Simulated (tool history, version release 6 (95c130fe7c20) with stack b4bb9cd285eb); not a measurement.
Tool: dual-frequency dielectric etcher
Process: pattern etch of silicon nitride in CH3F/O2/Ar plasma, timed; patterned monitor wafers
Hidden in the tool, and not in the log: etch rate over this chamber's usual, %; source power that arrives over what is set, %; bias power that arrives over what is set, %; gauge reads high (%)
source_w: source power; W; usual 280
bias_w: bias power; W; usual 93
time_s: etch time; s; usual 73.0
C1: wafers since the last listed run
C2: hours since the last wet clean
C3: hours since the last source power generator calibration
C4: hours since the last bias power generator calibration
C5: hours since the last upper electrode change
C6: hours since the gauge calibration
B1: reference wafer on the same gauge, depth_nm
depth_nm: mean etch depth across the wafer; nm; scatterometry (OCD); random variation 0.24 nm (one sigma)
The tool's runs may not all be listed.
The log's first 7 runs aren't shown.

Run 8, hour 234.3: usual settings but source_w 260 W, bias_w 78 W, time_s 81.5 s; C1 444; C2 535.9; C3 181.6; C4 4252.4; C5 84.6; C6 73.1; B1 48.99. Result: depth_nm 43.58 nm.
At hour 268.4: wet clean of the chamber.
Run 9, hour 268.9: usual settings but source_w 230 W, bias_w 87 W; C1 150; C2 0.5; C3 216.2; C4 4287.0; C5 119.2; C6 107.7; B1 49.01. Result: depth_nm 38.59 nm.
Run 10, hour 275.2: usual settings but source_w 240 W, bias_w 106 W, time_s 54.0 s; C1 89; C2 6.8; C3 222.5; C4 4293.3; C5 125.5; C6 114.0; B1 49.06. Result: depth_nm 31.82 nm.
At hour 288.7: bias power generator calibrated.
Run 11, hour 291.8: usual settings but source_w 240 W, time_s 54.5 s; C1 179; C2 23.4; C3 239.1; C4 3.1; C5 142.1; C6 130.6; B1 49.00. Result: depth_nm 30.06 nm.
Run 12, hour 319.5: usual settings but source_w 240 W; C1 394; C2 51.1; C3 266.8; C4 30.8; C5 169.8; C6 158.3; B1 49.02. Result: depth_nm 40.49 nm.
Run 13, hour 335.2: usual settings but source_w 250 W, bias_w 104 W, time_s 81.0 s; C1 223; C2 66.8; C3 282.5; C4 46.5; C5 185.5; C6 174.0; B1 49.00. Result: depth_nm 48.07 nm.
Run 14, hour 354.8: usual settings; C1 278; C2 86.4; C3 302.1; C4 66.1; C5 205.1; C6 193.6; B1 48.91. Result: depth_nm 42.89 nm.
Run 15, hour 384.0: usual settings but source_w 310 W, time_s 79.5 s; C1 415; C2 115.6; C3 331.3; C4 95.3; C5 234.3; C6 222.8; B1 48.97. Result: depth_nm 48.31 nm.
Run 16, hour 415.5: usual settings; C1 448; C2 147.1; C3 362.8; C4 126.8; C5 265.8; C6 254.3; B1 49.05. Result: depth_nm 42.66 nm.

Forecast run 17:
Run 17, hour 447.0: usual settings but source_w 310 W, time_s 79.5 s; C1 448; C2 178.6; C3 394.3; C4 158.3; C5 297.3; C6 285.8; B1 ?. Result: depth_nm ?.

{"run 17": {"B1": 48.99, "depth_nm": 48.61}}
Without the tool's hidden state the same run would have given depth_nm 48.21 nm.
